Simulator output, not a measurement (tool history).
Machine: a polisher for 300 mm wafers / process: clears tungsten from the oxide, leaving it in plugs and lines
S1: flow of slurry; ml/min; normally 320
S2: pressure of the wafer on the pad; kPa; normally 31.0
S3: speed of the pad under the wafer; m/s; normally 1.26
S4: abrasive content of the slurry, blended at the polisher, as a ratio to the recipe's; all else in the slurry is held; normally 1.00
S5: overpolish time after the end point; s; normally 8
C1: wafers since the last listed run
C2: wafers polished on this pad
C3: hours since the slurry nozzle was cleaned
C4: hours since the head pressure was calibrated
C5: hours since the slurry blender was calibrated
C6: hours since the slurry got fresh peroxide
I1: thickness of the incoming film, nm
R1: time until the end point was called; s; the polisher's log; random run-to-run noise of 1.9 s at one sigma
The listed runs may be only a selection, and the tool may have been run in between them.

run	hour	S1	S2	S3	S4	S5	C1	C2	C3	C4	C5	C6	I1	R1
1	0.0	320	31.0	1.26	1.00	8	0	1072	573.5	813.8	260.1	41.3	630.2	114.8
# hour 73.7: head pressure recalibrated
2	78.7	320	31.0	1.26	1.00	8	659	1732	652.2	5.0	338.8	120.0	628.9	114.8
3	162.4	320	31.0	1.26	1.00	8	719	2451	735.9	88.7	422.5	203.7	626.1	114.7
4	224.9	320	31.0	1.26	1.00	8	537	2989	798.4	151.2	485.0	266.2	634.7	123.4
5	305.5	320	31.0	1.26	1.00	8	693	3682	879.0	231.8	565.6	346.8	641.3	123.9
# hour 388.7: slurry blender recalibrated
6	389.2	320	31.0	1.26	1.00	8	702	4384	962.7	315.5	0.5	430.5	631.2	121.8
# hour 409.1: worn pad replaced by a new one
# hour 419.7: slurry nozzle cleaned
# hour 486.3: slurry tank refilled with fresh slurry and peroxide
7	495.0	405	31.0	1.50	1.00	9	858	721	75.3	421.3	106.3	8.7	640.6	94.7
8	535.3	320	31.0	1.26	1.30	8	346	1067	115.6	461.6	146.6	49.0	628.0	112.1
9	589.4	320	31.0	1.26	1.25	8	465	1533	169.7	515.7	200.7	103.1	631.4	109.6
10	670.3	320	31.0	1.26	1.00	8	695	2228	250.6	596.6	281.6	184.0	634.5	119.4
11	720.3	350	31.0	1.68	1.00	8	429	2658	300.6	646.6	331.6	234.0	621.8	86.4
12	820.5	420	41.4	1.60	1.15	8	861	3520	400.8	746.8	431.8	334.2	626.1	73.7
13	883.9	390	20.7	1.52	1.00	3	545	4065	464.2	810.2	495.2	397.6	635.7	128.9
# hour 993.3: slurry blender recalibrated
# hour 1020.9: head pressure recalibrated
# hour 1047.6: worn pad replaced by a new one
# hour 1096.0: slurry tank refilled with fresh slurry and peroxide
14	1118.8	320	31.0	1.26	1.00	8	1942	603	699.1	97.9	125.5	22.8	633.1	114.9
15	1167.4	320	31.0	1.26	1.20	8	417	1021	747.7	146.5	174.1	71.4	620.5	109.3
16	1273.4	320	31.0	1.26	1.00	8	911	1932	853.7	252.5	280.1	177.4	628.3	114.6
17	1364.6	270	31.0	1.04	0.80	12	784	2716	944.9	343.7	371.3	268.6	635.2	159.1
# hour 1372.6: slurry nozzle cleaned
18	1441.9	320	26.9	1.26	1.10	8	656	3372	69.3	421.0	448.6	345.9	628.1	131.1
19	1488.2	320	31.0	1.40	0.85	8	398	3771	115.6	467.3	494.9	392.2	633.3	118.7
# hour 1567.4: slurry blender recalibrated
20	1588.6	270	31.0	1.26	1.00	8	846	4617	216.0	567.7	21.2	492.6	627.8	129.7
# hour 1629.9: slurry tank refilled with fresh slurry and peroxide
# hour 1650.3: worn pad replaced by a new one
21	1676.8	400	31.0	1.26	1.00	8	715	227	304.2	655.9	109.4	46.9	624.4	112.3
22	1722.4	320	35.9	1.26	1.00	6	392	619	349.8	701.5	155.0	92.5	625.9	101.1
23	1806.0	320	31.0	1.26	0.90	8	718	1338	433.4	785.1	238.6	176.1	632.9	123.5
24	1850.0	320	35.9	1.52	1.00	8	378	1717	477.4	829.1	282.6	220.1	621.8	87.3
25	1948.0	245	40.7	1.26	0.90	8	842	2559	575.4	927.1	380.6	318.1	637.6	108.4
26	2023.3	320	31.0	1.26	1.00	8	647	3207	650.7	1002.4	455.9	393.4	638.9	123.2

What if the next run were any one of these 4? Each begins from the tool's condition after run 26:
A	2023.8	410	31.0	1.26	1.00	8	4	3211	651.2	1002.9	456.4	393.9	622.4	?
B	2023.8	375	25.5	1.26	1.00	8	4	3211	651.2	1002.9	456.4	393.9	622.4	?
C	2023.8	320	31.0	1.26	1.00	6	4	3211	651.2	1002.9	456.4	393.9	622.4	?
D	2023.8	320	31.0	1.12	1.00	8	4	3211	651.2	1002.9	456.4	393.9	622.4	?

run	R1
A	114.7
B	129.6
C	117.0
D	131.7
The same runs, with their run-to-run variation unchanged, on a tool lacking any hidden condition would have given:
run	R1
A	107.1
B	121.1
C	109.3
D	123.0

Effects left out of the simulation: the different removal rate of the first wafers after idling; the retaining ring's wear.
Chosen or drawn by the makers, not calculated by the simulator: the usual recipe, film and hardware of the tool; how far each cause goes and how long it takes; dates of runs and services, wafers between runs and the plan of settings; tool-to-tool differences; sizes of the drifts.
